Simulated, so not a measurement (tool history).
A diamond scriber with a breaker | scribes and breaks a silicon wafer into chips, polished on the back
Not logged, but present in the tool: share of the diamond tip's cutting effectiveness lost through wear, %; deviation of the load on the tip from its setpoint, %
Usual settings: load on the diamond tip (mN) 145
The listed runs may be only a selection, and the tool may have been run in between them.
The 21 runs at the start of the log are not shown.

run,hour,load on the diamond tip (mN),wafers since the last listed run,hours since the diamond tip was replaced,hours since the load on the tip was calibrated,"incoming depth of the damage left on the back of the incoming wafer, um",depth of the median crack under the scribed line (um),chips rejected at inspection after the break (%)
22,321,145,48,31.2,110.4,0.05,8.49,0.73
23,330.2,145,32,40.4,119.6,0.02,8.47,0.92
24,340.9,145,37,51.1,130.3,0.05,8.37,0.74
25,353.1,171,42,63.3,142.5,0.05,9.33,2.79
26,367.1,176,48,77.3,156.5,0.02,9.53,3.8
27,378.5,145,39,88.7,167.9,0.04,8.45,0.84
28,389,129,36,99.2,178.4,0.05,7.74,2.69
29,403.6,168,50,113.8,193,0.02,9.38,2.09
30,415.1,169,40,125.3,204.5,0.02,9.2,2.22

Forecast run 31:
31,424.3,175,32,134.5,213.7,0.02,?,?

{"run 31": {"depth of the median crack under the scribed line (um)": 9.55, "chips rejected at inspection after the break (%)": 3.19}}
Minus the tool's unlogged condition, the same run would have read depth of the median crack under the scribed line (um) 9.74, chips rejected at inspection after the break (%) 4.04.
